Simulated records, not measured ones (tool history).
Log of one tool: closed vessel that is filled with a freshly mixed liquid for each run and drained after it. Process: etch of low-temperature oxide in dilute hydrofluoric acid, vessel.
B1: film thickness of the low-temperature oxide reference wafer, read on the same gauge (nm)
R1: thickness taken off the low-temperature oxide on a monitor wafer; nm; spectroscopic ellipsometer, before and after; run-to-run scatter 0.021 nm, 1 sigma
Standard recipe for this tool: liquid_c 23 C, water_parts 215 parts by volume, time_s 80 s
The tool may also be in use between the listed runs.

Run 1, hour 0: usual settings but time_s 60 s; B1 140. Result: R1 3.98 nm.
Run 2, hour 29.4: usual settings; B1 139.99. Result: R1 5.34 nm.
Run 3, hour 57.1: usual settings; B1 140.01. Result: R1 5.36 nm.
Run 4, hour 79.7: usual settings; B1 139.98. Result: R1 5.33 nm.
Run 5, hour 110.7: usual settings; B1 140.01. Result: R1 5.35 nm.
At hour 121.3: gauge calibrated.
Run 6, hour 125.4: usual settings; B1 140.01. Result: R1 5.34 nm.
Run 7, hour 151.9: usual settings; B1 140.02. Result: R1 5.33 nm.
Run 8, hour 175: usual settings but liquid_c 25 C, water_parts 150 parts by volume; B1 139.97. Result: R1 8.82 nm.
Run 9, hour 200.5: usual settings but liquid_c 25 C, water_parts 150 parts by volume; B1 140.01. Result: R1 8.81 nm.
Run 10, hour 216.7: usual settings but water_parts 315 parts by volume, time_s 120 s; B1 140. Result: R1 4.98 nm.
At hour 245.3: thermometer replaced.
Run 11, hour 245.8: usual settings but liquid_c 24.5 C, water_parts 180 parts by volume; B1 140. Result: R1 7.01 nm.
At hour 259.8: hydrofluoric acid flow meter replaced.
Run 12, hour 272: usual settings but liquid_c 21 C, water_parts 175 parts by volume; B1 140. Result: R1 6.38 nm.
Run 13, hour 296.5: usual settings; B1 140.02. Result: R1 5.34 nm.
Run 14, hour 326.5: usual settings but liquid_c 18.5 C, water_parts 255 parts by volume; B1 140.02. Result: R1 3.67 nm.
Run 15, hour 351.5: usual settings but liquid_c 18.5 C; B1 139.98. Result: R1 4.51 nm.

4 ways to go on from here, each from the tool as it stands after run 15. What would each give?
Run A, hour 352.2: usual settings; B1 ?. Result: R1 ?.
Run B, hour 352.2: usual settings but liquid_c 19 C; B1 ?. Result: R1 ?.
Run C, hour 352.2: usual settings but liquid_c 19 C, water_parts 310 parts by volume, time_s 110 s; B1 ?. Result: R1 ?.
Run D, hour 352.2: usual settings but liquid_c 18 C; B1 ?. Result: R1 ?.

run   B1    R1
  A  140  5.36
  B  140   4.6
  C  140  4.03
  D  140  4.43
Without the tool's unlogged condition, the same runs would have read:
run    R1
  A  5.36
  B   4.6
  C  4.03
  D  4.43
